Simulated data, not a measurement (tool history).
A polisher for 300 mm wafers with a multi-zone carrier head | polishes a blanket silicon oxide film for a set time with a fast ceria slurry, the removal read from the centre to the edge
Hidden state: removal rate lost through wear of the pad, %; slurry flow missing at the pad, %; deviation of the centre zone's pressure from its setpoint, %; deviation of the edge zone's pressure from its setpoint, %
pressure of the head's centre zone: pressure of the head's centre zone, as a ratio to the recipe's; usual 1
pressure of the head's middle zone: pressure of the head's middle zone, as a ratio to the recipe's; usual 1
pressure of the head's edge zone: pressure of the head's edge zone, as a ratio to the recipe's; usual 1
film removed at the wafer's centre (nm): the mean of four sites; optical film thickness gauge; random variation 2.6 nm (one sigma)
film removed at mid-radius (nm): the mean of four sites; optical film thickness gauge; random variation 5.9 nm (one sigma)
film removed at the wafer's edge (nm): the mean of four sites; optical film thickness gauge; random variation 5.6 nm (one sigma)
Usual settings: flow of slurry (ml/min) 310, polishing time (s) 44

| run | hour | flow of slurry (ml/min) | pressure of the head's centre zone | pressure of the head's middle zone | pressure of the head's edge zone | polishing time (s) | wafers since the last listed run | wafers polished on this pad | hours since the slurry nozzle was cleaned | hours since the centre zone pressure was calibrated | hours since the edge zone pressure was calibrated | hours since the carrier head's membrane was replaced | incoming thickness of the incoming film, nm | film removed at the wafer's centre (nm) | film removed at mid-radius (nm) | film removed at the wafer's edge (nm) |
|---|---|---|---|---|---|---|---|---|---|---|---|---|---|---|---|---|
| 1 | 0 | 355 | 1 | 1 | 1 | 44 | 0 | 214 | 277 | 1310.9 | 114.8 | 1034 | 1602.6 | 390.9 | 385.5 | 400.5 |
| 2 | 25.2 | 355 | 1 | 1 | 1 | 44 | 196 | 410 | 302.2 | 1336.1 | 140 | 1059.2 | 1613.7 | 380 | 391.3 | 394.4 |
| 3 | 40.7 | 310 | 1 | 1 | 1 | 44 | 120 | 531 | 317.7 | 1351.6 | 155.5 | 1074.7 | 1624.3 | 377.3 | 377 | 388.5 |
| 4 | 56.5 | 310 | 1 | 1 | 1.06 | 44 | 123 | 654 | 333.5 | 1367.4 | 171.3 | 1090.5 | 1614.1 | 374.5 | 382.8 | 384.5 |
| 5 | 89 | 310 | 1 | 1 | 1.06 | 44 | 253 | 907 | 366 | 1399.9 | 203.8 | 1123 | 1615 | 366.4 | 377.1 | 376.7 |
| 6 | 105.4 | 310 | 1 | 1 | 1 | 44 | 127 | 1035 | 382.4 | 1416.3 | 220.2 | 1139.4 | 1582.8 | 361.7 | 367.4 | 365.8 |
| 7 | 134.9 | 310 | 1 | 1 | 1 | 44 | 229 | 1265 | 411.9 | 1445.8 | 249.7 | 1168.9 | 1621.1 | 355.4 | 364.3 | 369.5 |
|  | 149 | worn pad replaced by a new one |
| 8 | 159.6 | 310 | 1 | 1 | 1 | 44 | 161 | 82 | 436.6 | 1470.5 | 274.4 | 1193.6 | 1592.9 | 382.6 | 392.6 | 396.1 |
| 9 | 184.6 | 310 | 1 | 1 | 1 | 44 | 194 | 277 | 461.6 | 1495.5 | 299.4 | 1218.6 | 1599.6 | 376.8 | 374.3 | 385.9 |
|  | 196.3 | centre zone pressure recalibrated |
| 10 | 201.6 | 310 | 1 | 1 | 1 | 44 | 116 | 393 | 478.6 | 5.3 | 316.4 | 1235.6 | 1622.4 | 372 | 375.8 | 385.7 |
|  | 205.2 | slurry nozzle cleaned |
| 11 | 221.2 | 310 | 1 | 1.04 | 1.05 | 48 | 144 | 538 | 16 | 24.9 | 336 | 1255.2 | 1610.3 | 423.5 | 436.3 | 427.8 |
| 12 | 252.5 | 310 | 1 | 1 | 1 | 53 | 243 | 782 | 47.3 | 56.2 | 367.3 | 1286.5 | 1598.3 | 455.2 | 460.6 | 464.9 |
|  | 338.7 | worn pad replaced by a new one |
| 13 | 350.2 | 260 | 1 | 1 | 1.12 | 44 | 729 | 89 | 145 | 153.9 | 465 | 1384.2 | 1630.5 | 381.5 | 388.9 | 408.6 |
| 14 | 381.6 | 310 | 1 | 1 | 1 | 44 | 244 | 333 | 176.4 | 185.3 | 496.4 | 1415.6 | 1585.7 | 380.3 | 391.8 | 399.5 |
|  | 394.3 | carrier head's membrane replaced by a new one |
| 15 | 402.2 | 310 | 1 | 1.04 | 1 | 30 | 121 | 455 | 197 | 205.9 | 517 | 7.9 | 1628.1 | 258.2 | 273.8 | 266.7 |
|  | 426.5 | edge zone pressure recalibrated |
| 16 | 428.6 | 280 | 1.09 | 1.04 | 1 | 44 | 190 | 645 | 223.4 | 232.3 | 2.1 | 34.3 | 1626.4 | 398.7 | 383.8 | 380.7 |
| 17 | 460.4 | 310 | 1.08 | 0.94 | 1 | 31 | 247 | 893 | 255.2 | 264.1 | 33.9 | 66.1 | 1626.6 | 278.3 | 246.5 | 264.8 |

Run 18 comes next. What will it give?
| 18 | 493.2 | 255 | 1 | 1 | 1 | 44 | 255 | 1148 | 288 | 296.9 | 66.7 | 98.9 | 1602.1 | ? | ? | ? |

Run 18 gave film removed at the wafer's centre (nm) 349.5, film removed at mid-radius (nm) 359.6, film removed at the wafer's edge (nm) 369.7.
Without the tool's hidden state the same run would have given film removed at the wafer's centre (nm) 404.9, film removed at mid-radius (nm) 413.7, film removed at the wafer's edge (nm) 419.3.
